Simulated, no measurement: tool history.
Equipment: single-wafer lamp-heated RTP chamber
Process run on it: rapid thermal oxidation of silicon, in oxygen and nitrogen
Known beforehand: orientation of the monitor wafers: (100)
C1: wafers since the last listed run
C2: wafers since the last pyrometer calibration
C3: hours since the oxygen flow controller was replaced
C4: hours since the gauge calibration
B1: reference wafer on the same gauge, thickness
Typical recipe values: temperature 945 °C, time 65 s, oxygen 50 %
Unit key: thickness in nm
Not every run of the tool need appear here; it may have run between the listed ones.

{"run": 1, "hour": 0.0, "temperature": 945, "time": 65, "oxygen": 50, "C1": 0, "C2": 599, "C3": 1983.1, "C4": 697.5, "B1": 3.492, "thickness": 2.971}
{"run": 2, "hour": 62.7, "temperature": 945, "time": 65, "oxygen": 50, "C1": 358, "C2": 958, "C3": 2045.8, "C4": 760.2, "B1": 3.491, "thickness": 2.985}
{"run": 3, "hour": 90.1, "temperature": 945, "time": 65, "oxygen": 50, "C1": 156, "C2": 1114, "C3": 2073.2, "C4": 787.6, "B1": 3.489, "thickness": 2.992}
{"run": 4, "hour": 139.3, "temperature": 945, "time": 65, "oxygen": 50, "C1": 281, "C2": 1396, "C3": 2122.4, "C4": 836.8, "B1": 3.49, "thickness": 3.006}
{"hour": 163.1, "done": "pyrometer window cleaned and pyrometer calibrated"}
{"run": 5, "hour": 164.2, "temperature": 945, "time": 48, "oxygen": 50, "C1": 96, "C2": 6, "C3": 2147.3, "C4": 861.7, "B1": 3.491, "thickness": 2.69}
{"run": 6, "hour": 216.5, "temperature": 945, "time": 48, "oxygen": 50, "C1": 299, "C2": 305, "C3": 2199.6, "C4": 914, "B1": 3.491, "thickness": 2.697}
{"hour": 230.8, "done": "gauge calibrated"}
{"run": 7, "hour": 243.0, "temperature": 945, "time": 65, "oxygen": 50, "C1": 151, "C2": 457, "C3": 2226.1, "C4": 12.2, "B1": 3.49, "thickness": 2.976}
{"hour": 281.5, "done": "oxygen flow controller replaced"}
{"run": 8, "hour": 287.2, "temperature": 957, "time": 65, "oxygen": 50, "C1": 207, "C2": 664, "C3": 5.7, "C4": 56.4, "B1": 3.491, "thickness": 3.208}
{"run": 9, "hour": 312.6, "temperature": 945, "time": 40, "oxygen": 50, "C1": 145, "C2": 809, "C3": 31.1, "C4": 81.8, "B1": 3.488, "thickness": 2.565}
{"run": 10, "hour": 339.2, "temperature": 945, "time": 65, "oxygen": 50, "C1": 152, "C2": 961, "C3": 57.7, "C4": 108.4, "B1": 3.489, "thickness": 2.988}
{"run": 11, "hour": 367.4, "temperature": 945, "time": 65, "oxygen": 26, "C1": 161, "C2": 1122, "C3": 85.9, "C4": 136.6, "B1": 3.487, "thickness": 2.597}
{"run": 12, "hour": 395.5, "temperature": 960, "time": 65, "oxygen": 23, "C1": 160, "C2": 1283, "C3": 114, "C4": 164.7, "B1": 3.491, "thickness": 2.728}
{"hour": 460.4, "done": "pyrometer window cleaned and pyrometer calibrated"}
{"run": 13, "hour": 460.9, "temperature": 930, "time": 65, "oxygen": 50, "C1": 328, "C2": 3, "C3": 179.4, "C4": 230.1, "B1": 3.49, "thickness": 2.727}
{"run": 14, "hour": 490.6, "temperature": 955, "time": 33, "oxygen": 61, "C1": 169, "C2": 172, "C3": 209.1, "C4": 259.8, "B1": 3.491, "thickness": 2.633}
{"run": 15, "hour": 537.0, "temperature": 970, "time": 49, "oxygen": 63, "C1": 265, "C2": 438, "C3": 255.5, "C4": 306.2, "B1": 3.491, "thickness": 3.325}
{"run": 16, "hour": 590.0, "temperature": 931, "time": 50, "oxygen": 67, "C1": 303, "C2": 741, "C3": 308.5, "C4": 359.2, "B1": 3.488, "thickness": 2.705}
{"run": 17, "hour": 630.6, "temperature": 945, "time": 65, "oxygen": 50, "C1": 232, "C2": 973, "C3": 349.1, "C4": 399.8, "B1": 3.49, "thickness": 2.985}
{"run": 18, "hour": 695.7, "temperature": 965, "time": 65, "oxygen": 60, "C1": 372, "C2": 1346, "C3": 414.2, "C4": 464.9, "B1": 3.491, "thickness": 3.6}
{"hour": 757.0, "done": "pyrometer window cleaned and pyrometer calibrated"}
{"run": 19, "hour": 757.5, "temperature": 945, "time": 65, "oxygen": 50, "C1": 307, "C2": 3, "C3": 476, "C4": 526.7, "B1": 3.49, "thickness": 2.966}

Branching from run 19: 3 alternative next runs. What would each branch give?
{"run": "A", "hour": 758.0, "temperature": 945, "time": 65, "oxygen": 76, "C1": 2, "C2": 5, "C3": 476.5, "C4": 527.2, "B1": "?", "thickness": "?"}
{"run": "B", "hour": 758.0, "temperature": 945, "time": 92, "oxygen": 60, "C1": 2, "C2": 5, "C3": 476.5, "C4": 527.2, "B1": "?", "thickness": "?"}
{"run": "C", "hour": 758.0, "temperature": 967, "time": 89, "oxygen": 28, "C1": 2, "C2": 5, "C3": 476.5, "C4": 527.2, "B1": "?", "thickness": "?"}

run=A B1=3.493 thickness=3.321
run=B B1=3.493 thickness=3.546
run=C B1=3.493 thickness=3.251
Stripped of hidden state, with their random variation kept, the same runs would have yielded:
run=A thickness=3.317
run=B thickness=3.543
run=C thickness=3.249
